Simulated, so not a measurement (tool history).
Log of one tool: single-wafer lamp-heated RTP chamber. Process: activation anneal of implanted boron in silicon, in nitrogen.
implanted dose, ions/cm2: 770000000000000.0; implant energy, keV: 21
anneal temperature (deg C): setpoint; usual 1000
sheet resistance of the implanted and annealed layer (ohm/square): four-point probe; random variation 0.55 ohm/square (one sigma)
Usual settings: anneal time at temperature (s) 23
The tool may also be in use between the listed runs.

run	hour	anneal temperature (deg C)	anneal time at temperature (s)	read-back reference wafer on the same gauge, sheet resistance	sheet resistance of the implanted and annealed layer (ohm/square)
1	0.0	1000	23	143.03	162.30
# hour 14.2: pyrometer window cleaned and pyrometer calibrated
2	65.7	1000	23	143.04	161.07
3	124.9	1000	23	143.23	160.80
4	160.7	1000	23	142.95	161.52
# hour 192.6: reflector plate cleaned
5	193.1	1000	23	143.05	162.13
# hour 245.8: pyrometer window cleaned and pyrometer calibrated
6	339.2	1000	23	142.95	161.59
7	365.7	1000	23	143.34	160.80
# hour 447.6: reflector plate cleaned
# hour 491.0: pyrometer window cleaned and pyrometer calibrated
8	497.8	986	23	143.03	166.37
9	568.4	1017	33	143.02	157.68
10	599.7	1017	33	142.97	157.27
11	635.6	1000	23	143.14	159.86
# hour 685.1: reflector plate cleaned
12	698.3	1000	23	142.89	162.18
# hour 738.0: pyrometer window cleaned and pyrometer calibrated
# hour 785.4: gauge calibrated
13	798.8	1013	35	142.94	157.94
14	841.4	1018	15	143.10	158.64
# hour 938.0: reflector plate cleaned
15	938.7	974	16	143.22	179.54
# hour 1005.4: pyrometer window cleaned and pyrometer calibrated
16	1005.9	1014	35	143.03	158.47
17	1031.9	1000	13	143.08	163.27
18	1093.5	989	14	143.02	165.51
19	1164.6	1000	16	143.00	161.76

Run 20 comes next. What will it give?
# hour 1208.1: reflector plate cleaned
20	1228.4	973	31	?	?

read-back reference wafer on the same gauge, sheet resistance: 142.99
sheet resistance of the implanted and annealed layer (ohm/square): 173.39
Without the tool's hidden state the same run would have given sheet resistance of the implanted and annealed layer (ohm/square) 174.55.
